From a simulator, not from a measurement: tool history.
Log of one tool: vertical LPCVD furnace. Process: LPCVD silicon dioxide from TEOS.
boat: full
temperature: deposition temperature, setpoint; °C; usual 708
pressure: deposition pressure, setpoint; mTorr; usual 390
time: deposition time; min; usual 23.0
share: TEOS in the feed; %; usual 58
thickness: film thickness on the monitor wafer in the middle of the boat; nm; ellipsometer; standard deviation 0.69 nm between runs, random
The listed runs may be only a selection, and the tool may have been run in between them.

| run | hour | temperature | pressure | time | share | wafers since the last listed run | hours since the last temperature calibration | hours since the pressure gauge was zeroed | hours since the TEOS flow controller was replaced | hours since the gauge calibration | read-back reference wafer on the same gauge, thickness | thickness |
|---|---|---|---|---|---|---|---|---|---|---|---|---|
| 1 | 0.0 | 708 | 365 | 23.0 | 58 | 0 | 2862.0 | 1560.9 | 2272.2 | 1270.8 | 266.87 | 239.59 |
| 2 | 24.2 | 717 | 390 | 23.0 | 58 | 385 | 2886.2 | 1585.1 | 2296.4 | 1295.0 | 267.07 | 301.85 |
| 3 | 52.0 | 708 | 390 | 23.0 | 58 | 442 | 2914.0 | 1612.9 | 2324.2 | 1322.8 | 266.96 | 246.77 |
|  | 76.8 | TEOS flow controller replaced |
| 4 | 77.3 | 708 | 390 | 23.0 | 58 | 20 | 2939.3 | 1638.2 | 0.5 | 1348.1 | 266.99 | 248.46 |
| 5 | 90.6 | 708 | 390 | 23.0 | 58 | 211 | 2952.6 | 1651.5 | 13.8 | 1361.4 | 267.40 | 248.32 |
| 6 | 118.6 | 711 | 390 | 23.0 | 64 | 445 | 2980.6 | 1679.5 | 41.8 | 1389.4 | 266.87 | 278.52 |
| 7 | 142.4 | 708 | 390 | 27.5 | 58 | 378 | 3004.4 | 1703.3 | 65.6 | 1413.2 | 266.83 | 297.16 |
| 8 | 176.0 | 708 | 390 | 25.5 | 49 | 535 | 3038.0 | 1736.9 | 99.2 | 1446.8 | 266.89 | 251.99 |
| 9 | 199.9 | 708 | 450 | 23.0 | 65 | 380 | 3061.9 | 1760.8 | 123.1 | 1470.7 | 267.22 | 283.19 |
| 10 | 230.3 | 708 | 300 | 27.0 | 58 | 484 | 3092.3 | 1791.2 | 153.5 | 1501.1 | 267.19 | 256.07 |
| 11 | 247.6 | 708 | 455 | 27.5 | 58 | 275 | 3109.6 | 1808.5 | 170.8 | 1518.4 | 266.88 | 320.92 |
| 12 | 263.5 | 708 | 390 | 14.0 | 51 | 253 | 3125.5 | 1824.4 | 186.7 | 1534.3 | 266.87 | 141.81 |
|  | 314.6 | gauge calibrated |
| 13 | 332.1 | 704 | 460 | 17.0 | 67 | 1092 | 3194.1 | 1893.0 | 255.3 | 17.5 | 267.00 | 197.02 |
| 14 | 365.2 | 704 | 415 | 23.0 | 58 | 527 | 3227.2 | 1926.1 | 288.4 | 50.6 | 267.35 | 233.65 |
|  | 421.0 | pressure gauge zeroed |
| 15 | 421.5 | 708 | 470 | 30.5 | 62 | 514 | 3283.5 | 0.5 | 344.7 | 106.9 | 266.95 | 374.41 |
| 16 | 425.9 | 708 | 390 | 23.0 | 58 | 70 | 3287.9 | 4.9 | 349.1 | 111.3 | 266.88 | 249.22 |
|  | 457.0 | thermocouples replaced and temperature profile calibrated |
| 17 | 457.5 | 718 | 315 | 23.0 | 67 | 121 | 0.5 | 36.5 | 380.7 | 142.9 | 267.06 | 286.79 |
| 18 | 475.2 | 712 | 330 | 23.0 | 48 | 281 | 18.2 | 54.2 | 398.4 | 160.6 | 267.17 | 218.76 |
| 19 | 506.3 | 708 | 330 | 23.0 | 69 | 495 | 49.3 | 85.3 | 429.5 | 191.7 | 266.90 | 239.88 |
| 20 | 534.0 | 708 | 390 | 23.0 | 58 | 441 | 77.0 | 113.0 | 457.2 | 219.4 | 266.95 | 239.63 |
| 21 | 551.9 | 702 | 465 | 23.0 | 48 | 285 | 94.9 | 130.9 | 475.1 | 237.3 | 267.06 | 205.88 |
| 22 | 573.6 | 708 | 390 | 23.0 | 51 | 345 | 116.6 | 152.6 | 496.8 | 259.0 | 266.91 | 223.57 |
| 23 | 597.5 | 719 | 480 | 29.5 | 58 | 380 | 140.5 | 176.5 | 520.7 | 282.9 | 267.05 | 432.54 |
| 24 | 623.6 | 700 | 360 | 23.0 | 65 | 415 | 166.6 | 202.6 | 546.8 | 309.0 | 267.36 | 201.57 |
| 25 | 641.6 | 717 | 390 | 23.0 | 58 | 286 | 184.6 | 220.6 | 564.8 | 327.0 | 266.94 | 292.27 |
| 26 | 672.6 | 708 | 390 | 23.0 | 58 | 493 | 215.6 | 251.6 | 595.8 | 358.0 | 267.11 | 238.62 |
| 27 | 685.2 | 708 | 390 | 23.0 | 58 | 200 | 228.2 | 264.2 | 608.4 | 370.6 | 267.05 | 239.15 |
| 28 | 716.9 | 708 | 390 | 23.0 | 58 | 504 | 259.9 | 295.9 | 640.1 | 402.3 | 267.04 | 238.44 |
| 29 | 747.1 | 708 | 390 | 27.0 | 58 | 480 | 290.1 | 326.1 | 670.3 | 432.5 | 266.79 | 280.93 |
| 30 | 822.2 | 708 | 390 | 15.0 | 55 | 1195 | 365.2 | 401.2 | 745.4 | 507.6 | 267.02 | 151.32 |
| 31 | 843.1 | 708 | 390 | 23.0 | 58 | 332 | 386.1 | 422.1 | 766.3 | 528.5 | 266.93 | 239.32 |
| 32 | 862.7 | 699 | 390 | 23.0 | 50 | 312 | 405.7 | 441.7 | 785.9 | 548.1 | 266.71 | 179.77 |

Selected run-to-run steps in thickness, each split into two signed amounts: the part the tool would show with no hidden state at all (from settings, incoming material and random variation), and the remainder, which goes to the hidden state together with any gauge scatter not common to the measured and the hidden-state-free results:
The tool's hidden condition here consists of: true tube temperature minus thermocouple reading, K; true pressure minus gauge reading, mTorr; deviation of the TEOS flow from its setpoint, %; gauge reads high (%).
Run 11 -> 12: pressure 455 -> 390, time 27.5 -> 14.0, share 58 -> 51. thickness -179.11 nm: hidden state -9.11, all else -170.00.
Run 14 -> 15: temperature 704 -> 708, pressure 415 -> 470, time 23.0 -> 30.5, share 58 -> 62, pressure gauge zeroed. thickness +140.76 nm: hidden state +7.68, all else +133.08.
Run 16 -> 17: temperature 708 -> 718, pressure 390 -> 315, share 58 -> 67, thermocouples replaced and temperature profile calibrated. thickness +37.57 nm: hidden state -10.51, all else +48.08.
Run 22 -> 23: temperature 708 -> 719, pressure 390 -> 480, time 23.0 -> 29.5, share 51 -> 58. thickness +208.97 nm: hidden state +2.59, all else +206.38.
Run 23 -> 24: temperature 719 -> 700, pressure 480 -> 360, time 29.5 -> 23.0, share 58 -> 65. thickness -230.97 nm: hidden state -2.66, all else -228.31.
